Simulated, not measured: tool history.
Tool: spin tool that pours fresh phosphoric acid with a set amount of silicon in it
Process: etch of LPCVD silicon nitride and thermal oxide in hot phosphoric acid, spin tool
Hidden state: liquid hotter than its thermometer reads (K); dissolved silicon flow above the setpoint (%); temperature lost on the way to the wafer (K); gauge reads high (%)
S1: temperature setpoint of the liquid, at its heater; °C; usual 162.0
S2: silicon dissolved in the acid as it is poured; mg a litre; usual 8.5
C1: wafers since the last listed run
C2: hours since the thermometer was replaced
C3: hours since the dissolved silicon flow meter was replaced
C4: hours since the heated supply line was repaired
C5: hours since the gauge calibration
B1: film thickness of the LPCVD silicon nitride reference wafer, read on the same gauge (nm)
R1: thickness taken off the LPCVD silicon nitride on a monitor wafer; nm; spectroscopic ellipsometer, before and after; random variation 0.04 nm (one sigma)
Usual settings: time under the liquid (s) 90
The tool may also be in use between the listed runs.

{"run": 1, "day": 0.0, "S1": 162.0, "S2": 8.5, "time under the liquid (s)": 90, "C1": 0, "C2": 1866.0, "C3": 1039.2, "C4": 1561.8, "C5": 387.7, "B1": 152.0, "R1": 9.06}
{"run": 2, "day": 1.354, "S1": 164.0, "S2": 8.5, "time under the liquid (s)": 90, "C1": 255, "C2": 1898.5, "C3": 1071.7, "C4": 1594.3, "C5": 420.2, "B1": 152.32, "R1": 9.61}
{"run": 3, "day": 2.746, "S1": 164.0, "S2": 8.5, "time under the liquid (s)": 90, "C1": 262, "C2": 1931.9, "C3": 1105.1, "C4": 1627.7, "C5": 453.6, "B1": 152.61, "R1": 9.66}
{"run": 4, "day": 3.967, "S1": 164.0, "S2": 8.5, "time under the liquid (s)": 90, "C1": 230, "C2": 1961.2, "C3": 1134.4, "C4": 1657.0, "C5": 482.9, "B1": 152.91, "R1": 9.68}
{"run": 5, "day": 5.375, "S1": 162.0, "S2": 4.5, "time under the liquid (s)": 90, "C1": 265, "C2": 1995.0, "C3": 1168.2, "C4": 1690.8, "C5": 516.7, "B1": 153.23, "R1": 9.1}
{"run": 6, "day": 6.558, "S1": 162.0, "S2": 4.5, "time under the liquid (s)": 90, "C1": 223, "C2": 2023.4, "C3": 1196.6, "C4": 1719.2, "C5": 545.1, "B1": 153.59, "R1": 9.11}
{"day": 7.367, "done": "thermometer replaced"}
{"run": 7, "day": 7.854, "S1": 162.0, "S2": 4.5, "time under the liquid (s)": 90, "C1": 236, "C2": 11.7, "C3": 1227.7, "C4": 1750.3, "C5": 576.2, "B1": 153.93, "R1": 9.09}
{"run": 8, "day": 8.7, "S1": 162.0, "S2": 10.0, "time under the liquid (s)": 90, "C1": 159, "C2": 32.0, "C3": 1248.0, "C4": 1770.6, "C5": 596.5, "B1": 154.16, "R1": 9.08}
{"day": 9.388, "done": "gauge calibrated"}
{"run": 9, "day": 9.783, "S1": 162.0, "S2": 10.0, "time under the liquid (s)": 90, "C1": 204, "C2": 58.0, "C3": 1274.0, "C4": 1796.6, "C5": 9.5, "B1": 150.72, "R1": 9.03}
{"run": 10, "day": 10.975, "S1": 162.0, "S2": 10.0, "time under the liquid (s)": 90, "C1": 224, "C2": 86.6, "C3": 1302.6, "C4": 1825.2, "C5": 38.1, "B1": 150.73, "R1": 8.94}
{"run": 11, "day": 12.058, "S1": 159.0, "S2": 15.0, "time under the liquid (s)": 115, "C1": 204, "C2": 112.6, "C3": 1328.6, "C4": 1851.2, "C5": 64.1, "B1": 150.79, "R1": 10.24}
{"day": 12.829, "done": "dissolved silicon flow meter replaced"}
{"day": 12.888, "done": "heated supply line repaired"}
{"run": 12, "day": 13.104, "S1": 164.0, "S2": 4.5, "time under the liquid (s)": 90, "C1": 181, "C2": 137.7, "C3": 6.6, "C4": 5.2, "C5": 89.2, "B1": 150.81, "R1": 9.52}
{"run": 13, "day": 14.588, "S1": 162.0, "S2": 2.0, "time under the liquid (s)": 90, "C1": 279, "C2": 173.3, "C3": 42.2, "C4": 40.8, "C5": 124.8, "B1": 150.89, "R1": 8.98}
{"run": 14, "day": 16.054, "S1": 163.5, "S2": 8.5, "time under the liquid (s)": 90, "C1": 276, "C2": 208.5, "C3": 77.4, "C4": 76.0, "C5": 160.0, "B1": 151.0, "R1": 9.48}
{"run": 15, "day": 16.704, "S1": 162.0, "S2": 8.5, "time under the liquid (s)": 90, "C1": 122, "C2": 224.1, "C3": 93.0, "C4": 91.6, "C5": 175.6, "B1": 151.08, "R1": 8.98}
{"run": 16, "day": 17.371, "S1": 162.0, "S2": 2.5, "time under the liquid (s)": 120, "C1": 125, "C2": 240.1, "C3": 109.0, "C4": 107.6, "C5": 191.6, "B1": 151.14, "R1": 12.02}
{"run": 17, "day": 18.579, "S1": 162.0, "S2": 15.0, "time under the liquid (s)": 90, "C1": 227, "C2": 269.1, "C3": 138.0, "C4": 136.6, "C5": 220.6, "B1": 151.22, "R1": 8.98}
{"run": 18, "day": 19.904, "S1": 164.0, "S2": 6.5, "time under the liquid (s)": 90, "C1": 249, "C2": 300.9, "C3": 169.8, "C4": 168.4, "C5": 252.4, "B1": 151.43, "R1": 9.54}
{"run": 19, "day": 20.508, "S1": 159.0, "S2": 15.0, "time under the liquid (s)": 145, "C1": 113, "C2": 315.4, "C3": 184.3, "C4": 182.9, "C5": 266.9, "B1": 151.48, "R1": 13.08}
{"run": 20, "day": 21.067, "S1": 162.0, "S2": 8.5, "time under the liquid (s)": 90, "C1": 105, "C2": 328.8, "C3": 197.7, "C4": 196.3, "C5": 280.3, "B1": 151.57, "R1": 8.91}

Hidden state or all else? Some run-to-run changes of R1, split into what the settings, what came in and random variation would give without the hidden state, and what is left for the hidden state (with any gauge scatter that isn't in both results):
Run 8 -> 9: gauge calibrated. R1 -0.05 nm: hidden state -0.21, all else +0.16.
Run 18 -> 19: S1 164.0 -> 159.0, S2 6.5 -> 15.0, time under the liquid (s) 90 -> 145. R1 +3.54 nm: hidden state +0.04, all else +3.50.
Run 19 -> 20: S1 159.0 -> 162.0, S2 15.0 -> 8.5, time under the liquid (s) 145 -> 90. R1 -4.17 nm: hidden state -0.04, all else -4.13.

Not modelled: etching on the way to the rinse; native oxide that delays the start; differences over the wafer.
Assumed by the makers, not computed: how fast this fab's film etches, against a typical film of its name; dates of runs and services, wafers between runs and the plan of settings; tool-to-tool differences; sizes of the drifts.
